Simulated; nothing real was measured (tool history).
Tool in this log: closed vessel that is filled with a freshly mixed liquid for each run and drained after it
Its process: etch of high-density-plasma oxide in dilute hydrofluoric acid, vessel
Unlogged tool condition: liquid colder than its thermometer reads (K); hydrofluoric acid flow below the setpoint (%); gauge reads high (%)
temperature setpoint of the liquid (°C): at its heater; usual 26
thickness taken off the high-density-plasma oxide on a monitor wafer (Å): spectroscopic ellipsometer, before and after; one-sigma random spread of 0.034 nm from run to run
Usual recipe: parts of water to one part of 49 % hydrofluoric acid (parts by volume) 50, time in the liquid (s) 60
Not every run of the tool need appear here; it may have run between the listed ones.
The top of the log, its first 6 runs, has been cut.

run	hour	temperature setpoint of the liquid (°C)	parts of water to one part of 49 % hydrofluoric acid (parts by volume)	time in the liquid (s)	wafers since the last listed run	hours since the thermometer was replaced	hours since the hydrofluoric acid flow meter was replaced	hours since the gauge calibration	read-back film thickness of the high-density-plasma oxide reference wafer, read on the same gauge (nm)	thickness taken off the high-density-plasma oxide on a monitor wafer (Å)
7	563.7	26	50	60	13313	202	1725.6	284.9	29.76	67.7
# hour 627.8: hydrofluoric acid flow meter replaced
8	664.4	26	50	60	12358	302.7	36.6	385.6	29.77	67.9
9	725.7	26	50	60	7598	364	97.9	446.9	29.76	67.6
10	801	26	50	60	9333	439.3	173.2	522.2	29.8	67.2
11	841.1	26	50	60	4970	479.4	213.3	562.3	29.75	67.5
12	930.4	30	75	60	11069	568.7	302.6	651.6	29.81	50.8
13	1005.5	26	35	60	9309	643.8	377.7	726.7	29.81	97.4
14	1105.5	26	50	60	12395	743.8	477.7	826.7	29.84	68
15	1141.5	29.5	50	50	4462	779.8	513.7	862.7	29.86	64.7
16	1201.2	30.5	50	60	7400	839.5	573.4	922.4	29.84	80.5
17	1240.7	24.5	70	95	4896	879	612.9	961.9	29.85	70.3
18	1297.1	24.5	50	85	6991	935.4	669.3	1018.3	29.85	91.4
19	1376.9	30.5	30	90	9891	1015.2	749.1	1098.1	29.85	207.7
20	1441.5	28	70	50	8007	1079.8	813.7	1162.7	29.95	42.4
21	1488.9	30	40	35	5875	1127.2	861.1	1210.1	29.88	59.2
22	1537.9	26	50	75	6073	1176.2	910.1	1259.1	29.93	84.8
23	1607.6	21.5	50	30	8639	1245.9	979.8	1328.8	29.92	28.2
24	1709.7	26	50	60	12656	1348	1081.9	1430.9	29.99	67.4
25	1750.4	26	30	90	5045	1388.7	1122.6	1471.6	29.96	173.9
26	1834.6	26	50	60	10437	1472.9	1206.8	1555.8	29.99	67.2
27	1878.1	26	50	70	5392	1516.4	1250.3	1599.3	30.04	79.6
28	1924.7	26	50	90	5776	1563	1296.9	1645.9	30.05	102.2
29	1984.6	24	65	75	7425	1622.9	1356.8	1705.8	30.04	59.3
30	2034.5	30.5	70	40	6185	1672.8	1406.7	1755.7	30.07	37.5
# hour 2080.6: thermometer replaced
31	2082.9	26	30	80	5875	2.3	1455.1	1804.1	30.07	156.3

Below are 5 alternative next runs, each starting from the tool's condition after run 31. Predict each:
A	2083.6	26	50	60	86	3	1455.8	1804.8	?	?
B	2083.6	26	50	45	86	3	1455.8	1804.8	?	?
C	2083.6	22	35	90	86	3	1455.8	1804.8	?	?
D	2083.6	28	70	45	86	3	1455.8	1804.8	?	?
E	2083.6	23.5	50	60	86	3	1455.8	1804.8	?	?

run	read-back film thickness of the high-density-plasma oxide reference wafer, read on the same gauge (nm)	thickness taken off the high-density-plasma oxide on a monitor wafer (Å)
A	30.1	68.6
B	30.1	51.4
C	30.1	127
D	30.1	38.7
E	30.1	61.9
The same runs, with their run-to-run variation unchanged, on a tool lacking any hidden condition would have given:
run	thickness taken off the high-density-plasma oxide on a monitor wafer (Å)
A	68.3
B	51.3
C	126.6
D	38.5
E	61.7
